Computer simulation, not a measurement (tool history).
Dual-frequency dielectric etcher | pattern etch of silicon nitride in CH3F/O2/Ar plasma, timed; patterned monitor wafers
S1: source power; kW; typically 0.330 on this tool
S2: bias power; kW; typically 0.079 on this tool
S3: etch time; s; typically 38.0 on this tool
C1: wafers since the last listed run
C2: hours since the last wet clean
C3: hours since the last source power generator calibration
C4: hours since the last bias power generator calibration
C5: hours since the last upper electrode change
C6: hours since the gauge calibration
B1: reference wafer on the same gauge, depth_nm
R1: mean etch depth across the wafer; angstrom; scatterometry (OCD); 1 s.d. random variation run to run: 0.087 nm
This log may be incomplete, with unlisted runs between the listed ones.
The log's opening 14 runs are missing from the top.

Run 15, hour 1125.2: usual settings; C1 1143; C2 505.1; C3 183.8; C4 1646.5; C5 2823.1; C6 917.6; B1 25.98. Result: R1 278.6 angstrom.
At hour 1195.7: wet clean of the chamber.
Run 16, hour 1227.1: usual settings but S1 0.380 kW, S2 0.062 kW, S3 27.5 s; C1 1009; C2 31.4; C3 285.7; C4 1748.4; C5 2925.0; C6 1019.5; B1 26.01. Result: R1 190.7 angstrom.
Run 17, hour 1266.6: usual settings but S1 0.310 kW, S3 43.0 s; C1 512; C2 70.9; C3 325.2; C4 1787.9; C5 2964.5; C6 1059.0; B1 26.01. Result: R1 308.1 angstrom.
At hour 1328.5: bias power generator calibrated.
At hour 1338.2: upper electrode replaced.
Run 18, hour 1338.8: usual settings but S2 0.072 kW, S3 31.0 s; C1 757; C2 143.1; C3 397.4; C4 10.3; C5 0.6; C6 1131.2; B1 25.98. Result: R1 216.4 angstrom.
Run 19, hour 1387.7: usual settings but S1 0.280 kW, S2 0.098 kW; C1 633; C2 192.0; C3 446.3; C4 59.2; C5 49.5; C6 1180.1; B1 25.99. Result: R1 286.6 angstrom.
Run 20, hour 1460.7: usual settings; C1 946; C2 265.0; C3 519.3; C4 132.2; C5 122.5; C6 1253.1; B1 25.98. Result: R1 277.7 angstrom.
Run 21, hour 1522.1: usual settings but S1 0.370 kW, S2 0.064 kW, S3 27.0 s; C1 795; C2 326.4; C3 580.7; C4 193.6; C5 183.9; C6 1314.5; B1 26.00. Result: R1 189.9 angstrom.
Run 22, hour 1608.8: usual settings but S2 0.064 kW, S3 35.0 s; C1 1123; C2 413.1; C3 667.4; C4 280.3; C5 270.6; C6 1401.2; B1 26.01. Result: R1 233.5 angstrom.
Run 23, hour 1657.4: usual settings; C1 630; C2 461.7; C3 716.0; C4 328.9; C5 319.2; C6 1449.8; B1 26.00. Result: R1 277.3 angstrom.
At hour 1777.8: wet clean of the chamber.
Run 24, hour 1778.3: usual settings but S1 0.250 kW; C1 1256; C2 0.5; C3 836.9; C4 449.8; C5 440.1; C6 1570.7; B1 26.00. Result: R1 250.6 angstrom.
Run 25, hour 1846.7: usual settings but S2 0.070 kW; C1 886; C2 68.9; C3 905.3; C4 518.2; C5 508.5; C6 1639.1; B1 25.97. Result: R1 263.3 angstrom.
Run 26, hour 1907.0: usual settings but S2 0.060 kW, S3 32.0 s; C1 781; C2 129.2; C3 965.6; C4 578.5; C5 568.8; C6 1699.4; B1 26.03. Result: R1 207.7 angstrom.
Run 27, hour 2006.8: usual settings; C1 1293; C2 229.0; C3 1065.4; C4 678.3; C5 668.6; C6 1799.2; B1 26.02. Result: R1 278.5 angstrom.
Run 28, hour 2095.0: usual settings but S1 0.350 kW, S2 0.060 kW; C1 1143; C2 317.2; C3 1153.6; C4 766.5; C5 756.8; C6 1887.4; B1 25.99. Result: R1 253.6 angstrom.
At hour 2114.7: gauge calibrated.
Run 29, hour 2139.6: usual settings but S2 0.095 kW, S3 45.0 s; C1 578; C2 361.8; C3 1198.2; C4 811.1; C5 801.4; C6 24.9; B1 26.01. Result: R1 357.8 angstrom.
Run 30, hour 2208.2: usual settings; C1 889; C2 430.4; C3 1266.8; C4 879.7; C5 870.0; C6 93.5; B1 25.99. Result: R1 278.9 angstrom.

Consider 4 possible next runs. They are alternatives, not a sequence: every one starts from the tool as it was left by run 30. What does each give?
Run A, hour 2208.6: usual settings but S2 0.089 kW; C1 5; C2 430.8; C3 1267.2; C4 880.1; C5 870.4; C6 93.9; B1 ?. Result: R1 ?.
Run B, hour 2208.6: usual settings but S2 0.098 kW; C1 5; C2 430.8; C3 1267.2; C4 880.1; C5 870.4; C6 93.9; B1 ?. Result: R1 ?.
Run C, hour 2208.6: usual settings but S1 0.300 kW, S2 0.067 kW, S3 45.0 s; C1 5; C2 430.8; C3 1267.2; C4 880.1; C5 870.4; C6 93.9; B1 ?. Result: R1 ?.
Run D, hour 2208.6: usual settings but S3 27.5 s; C1 5; C2 430.8; C3 1267.2; C4 880.1; C5 870.4; C6 93.9; B1 ?. Result: R1 ?.

run     B1     R1
  A  26.00  291.8
  B  26.00  304.2
  C  26.00  295.2
  D  26.00  200.6
Take away the tool's hidden state, keep each run's random variation, and the runs would have read:
run     R1
  A  291.8
  B  304.2
  C  295.2
  D  200.6

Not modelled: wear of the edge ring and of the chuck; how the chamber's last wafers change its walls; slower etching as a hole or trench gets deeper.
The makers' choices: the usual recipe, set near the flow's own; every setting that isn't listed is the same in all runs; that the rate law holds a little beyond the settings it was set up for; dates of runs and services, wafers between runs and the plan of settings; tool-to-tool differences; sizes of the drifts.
